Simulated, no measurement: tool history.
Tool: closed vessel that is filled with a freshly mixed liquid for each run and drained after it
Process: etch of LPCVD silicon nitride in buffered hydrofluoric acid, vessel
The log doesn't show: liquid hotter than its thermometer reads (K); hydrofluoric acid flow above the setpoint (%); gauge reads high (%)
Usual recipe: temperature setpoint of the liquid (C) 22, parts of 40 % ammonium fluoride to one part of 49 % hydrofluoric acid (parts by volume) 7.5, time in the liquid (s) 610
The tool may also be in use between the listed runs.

run    hour  temperature setpoint of the liquid (C)  parts of 40 % ammonium fluoride to one part of 49 % hydrofluoric acid (parts by volume)  time in the liquid (s)  wafers since the last listed run  hours since the thermometer was replaced  hours since the hydrofluoric acid flow meter was replaced  hours since the gauge calibration  read-back film thickness of the LPCVD silicon nitride reference wafer, read on the same gauge (nm)  thickness taken off the LPCVD silicon nitride on a monitor wafer (Å)
  1       0                                      22                                                                                      7.5                     610                                 0                                     821.4                                                      831.7                              553.7                                                                                              129.96                                                                 132.9
  2    47.8                                      22                                                                                      7.5                     610                              2452                                     869.2                                                      879.5                              601.5                                                                                              130.01                                                                 132.4
  3   119.4                                      22                                                                                      7.5                     610                              3673                                     940.8                                                      951.1                              673.1                                                                                              130.02                                                                 133.2
  4   164.2                                      22                                                                                      7.5                     610                              2298                                     985.6                                                      995.9                              717.9                                                                                              130.01                                                                 133.7
  5   214.5                                      22                                                                                      7.5                     610                              2580                                    1035.9                                                     1046.2                              768.2                                                                                              130.02                                                                 133.8
  6   244.9                                      22                                                                                      7.5                     875                              1559                                    1066.3                                                     1076.6                              798.6                                                                                              130.02                                                                   191
  7   312.5                                    23.5                                                                                      7.5                     610                              3467                                    1133.9                                                     1144.2                              866.2                                                                                              129.96                                                                 146.1
  8   368.6                                    19.5                                                                                      7.5                     610                              2877                                      1190                                                     1200.3                              922.3                                                                                              130.02                                                                 116.2
  9   432.9                                      19                                                                                      7.5                     610                              3298                                    1254.3                                                     1264.6                              986.6                                                                                              129.99                                                                 115.3
      456.3  -- gauge calibrated
 10   474.9                                      22                                                                                      7.5                     610                              2154                                    1296.3                                                     1306.6                               18.6                                                                                              130.01                                                                 134.4
 11   529.4                                      22                                                                                      7.5                     610                              2795                                    1350.8                                                     1361.1                               73.1                                                                                              130.03                                                                 135.2
 12   597.1                                      24                                                                                      7.5                     610                              3473                                    1418.5                                                     1428.8                              140.8                                                                                              129.98                                                                   152
 13   650.1                                      22                                                                                      7.5                     610                              2718                                    1471.5                                                     1481.8                              193.8                                                                                              129.98                                                                   135
 14   719.1                                      22                                                                                      9.5                     290                              3539                                    1540.5                                                     1550.8                              262.8                                                                                              130.02                                                                  50.3
 15   768.6                                      22                                                                                      8.5                     610                              2539                                      1590                                                     1600.3                              312.3                                                                                              129.98                                                                 119.5
 16   795.5                                      22                                                                                      7.5                     610                              1379                                    1616.9                                                     1627.2                              339.2                                                                                              130.01                                                                 135.6
 17   831.2                                    23.5                                                                                        6                     775                              1831                                    1652.6                                                     1662.9                              374.9                                                                                                 130                                                                 229.1
      848.3  -- thermometer replaced
      852.9  -- hydrofluoric acid flow meter replaced
 18   884.3                                      22                                                                                      7.5                     610                              2621                                        36                                                       31.4                                428                                                                                              130.01                                                                 128.7
 19   915.5                                      26                                                                                      7.5                     405                              1600                                      67.2                                                       62.6                              459.2                                                                                              130.02                                                                 105.9
 20   946.7                                    26.5                                                                                        6                     405                              1600                                      98.4                                                       93.8                              490.4                                                                                              130.01                                                                 132.3
 21  1006.9                                    19.5                                                                                        9                     610                              3088                                     158.6                                                        154                              550.6                                                                                              130.02                                                                  92.5
 22  1063.4                                      22                                                                                      7.5                     610                              2898                                     215.1                                                      210.5                              607.1                                                                                              130.04                                                                 129.2
 23  1092.3                                      22                                                                                      7.5                     610                              1482                                       244                                                      239.4                                636                                                                                              130.01                                                                 129.9
 24  1129.1                                      22                                                                                      7.5                     830                              1887                                     280.8                                                      276.2                              672.8                                                                                              129.99                                                                 175.6

Hidden condition of the tool, last listed run before each entry between runs versus first listed run after:
After run 9, before run 10: gauge calibrated (hour 456.3)
  hydrofluoric acid flow above the setpoint (%): 5.41 -> 5.58
  difference, measured minus the result without the unlogged condition, thickness taken off the LPCVD silicon nitride on a monitor wafer (Å): +6.4 -> +7.7
After run 17, before run 18: thermometer replaced (hour 848.3); hydrofluoric acid flow meter replaced (hour 852.9)
  hydrofluoric acid flow above the setpoint (%): 7.07 -> 0.684
  difference, measured minus the result without the unlogged condition, thickness taken off the LPCVD silicon nitride on a monitor wafer (Å): +12.9 -> +0.9

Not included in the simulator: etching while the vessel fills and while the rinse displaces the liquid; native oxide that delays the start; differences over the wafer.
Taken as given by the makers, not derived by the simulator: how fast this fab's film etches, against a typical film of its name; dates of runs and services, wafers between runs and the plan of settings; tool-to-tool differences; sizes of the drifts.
